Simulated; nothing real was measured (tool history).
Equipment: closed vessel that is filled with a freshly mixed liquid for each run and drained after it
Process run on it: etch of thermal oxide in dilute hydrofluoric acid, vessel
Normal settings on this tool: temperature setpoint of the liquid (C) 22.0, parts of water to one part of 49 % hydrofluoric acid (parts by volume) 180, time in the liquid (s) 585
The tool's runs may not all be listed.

| run | day | temperature setpoint of the liquid (C) | parts of water to one part of 49 % hydrofluoric acid (parts by volume) | time in the liquid (s) | wafers since the last listed run | hours since the thermometer was replaced | hours since the hydrofluoric acid flow meter was replaced | hours since the gauge calibration | read-back film thickness of the thermal oxide reference wafer, read on the same gauge (nm) | thickness taken off the thermal oxide on a monitor wafer (nm) |
|---|---|---|---|---|---|---|---|---|---|---|
| 1 | 0.000 | 22.0 | 150 | 785 | 0 | 1122.6 | 445.4 | 4.5 | 130.06 | 25.98 |
|  | 2.108 | hydrofluoric acid flow meter replaced |
| 2 | 8.908 | 22.0 | 150 | 785 | 9001 | 1336.4 | 163.2 | 218.3 | 129.97 | 25.17 |
| 3 | 11.488 | 22.0 | 150 | 785 | 2618 | 1398.3 | 225.1 | 280.2 | 130.01 | 25.19 |
|  | 17.521 | thermometer replaced |
| 4 | 19.342 | 22.0 | 180 | 585 | 7931 | 43.7 | 413.6 | 468.7 | 129.99 | 14.99 |
| 5 | 21.279 | 22.0 | 180 | 585 | 1967 | 90.2 | 460.1 | 515.2 | 129.99 | 14.97 |
| 6 | 22.496 | 22.0 | 180 | 585 | 1235 | 119.4 | 489.3 | 544.4 | 129.94 | 15.19 |
|  | 22.604 | hydrofluoric acid flow meter replaced |
|  | 23.917 | gauge calibrated |
| 7 | 25.238 | 22.0 | 180 | 445 | 2741 | 185.2 | 63.2 | 31.7 | 130.02 | 10.58 |
| 8 | 27.150 | 22.0 | 180 | 445 | 1941 | 231.1 | 109.1 | 77.6 | 130.00 | 10.92 |
| 9 | 29.033 | 22.0 | 180 | 445 | 1912 | 276.3 | 154.3 | 122.8 | 129.99 | 10.97 |
| 10 | 30.950 | 22.0 | 145 | 710 | 1945 | 322.3 | 200.3 | 168.8 | 129.99 | 22.44 |
| 11 | 32.708 | 22.0 | 180 | 585 | 1785 | 364.5 | 242.5 | 211.0 | 129.97 | 14.84 |
| 12 | 34.162 | 22.0 | 180 | 585 | 1476 | 399.4 | 277.4 | 245.9 | 130.03 | 15.04 |
| 13 | 36.142 | 22.0 | 215 | 585 | 2009 | 446.9 | 324.9 | 293.4 | 129.97 | 12.40 |
| 14 | 37.883 | 20.0 | 180 | 240 | 1768 | 488.7 | 366.7 | 335.2 | 130.00 | 5.78 |
| 15 | 39.771 | 26.5 | 260 | 830 | 1916 | 534.0 | 412.0 | 380.5 | 129.95 | 16.18 |
| 16 | 40.812 | 22.0 | 155 | 585 | 1057 | 559.0 | 437.0 | 405.5 | 129.99 | 18.39 |
| 17 | 42.683 | 22.0 | 145 | 710 | 1899 | 603.9 | 481.9 | 450.4 | 130.00 | 24.17 |
| 18 | 44.017 | 17.0 | 180 | 275 | 1353 | 635.9 | 513.9 | 482.4 | 130.02 | 5.91 |
|  | 45.154 | hydrofluoric acid flow meter replaced |
| 19 | 45.521 | 25.0 | 125 | 270 | 1484 | 672.0 | 8.8 | 518.5 | 130.03 | 11.25 |

Branching from run 19: 3 alternative next runs. What would each branch give?
| A | 45.554 | 22.0 | 180 | 810 | 33 | 672.8 | 9.6 | 519.3 | ? | ? |
| B | 45.554 | 24.0 | 260 | 750 | 33 | 672.8 | 9.6 | 519.3 | ? | ? |
| C | 45.554 | 25.0 | 110 | 725 | 33 | 672.8 | 9.6 | 519.3 | ? | ? |

| run | read-back film thickness of the thermal oxide reference wafer, read on the same gauge (nm) | thickness taken off the thermal oxide on a monitor wafer (nm) |
|---|---|---|
| A | 130.00 | 19.62 |
| B | 130.00 | 12.44 |
| C | 130.00 | 34.96 |
The same runs, with their run-to-run variation unchanged, on a tool lacking any hidden condition would have given:
| run | thickness taken off the thermal oxide on a monitor wafer (nm) |
|---|---|
| A | 18.83 |
| B | 11.97 |
| C | 33.54 |
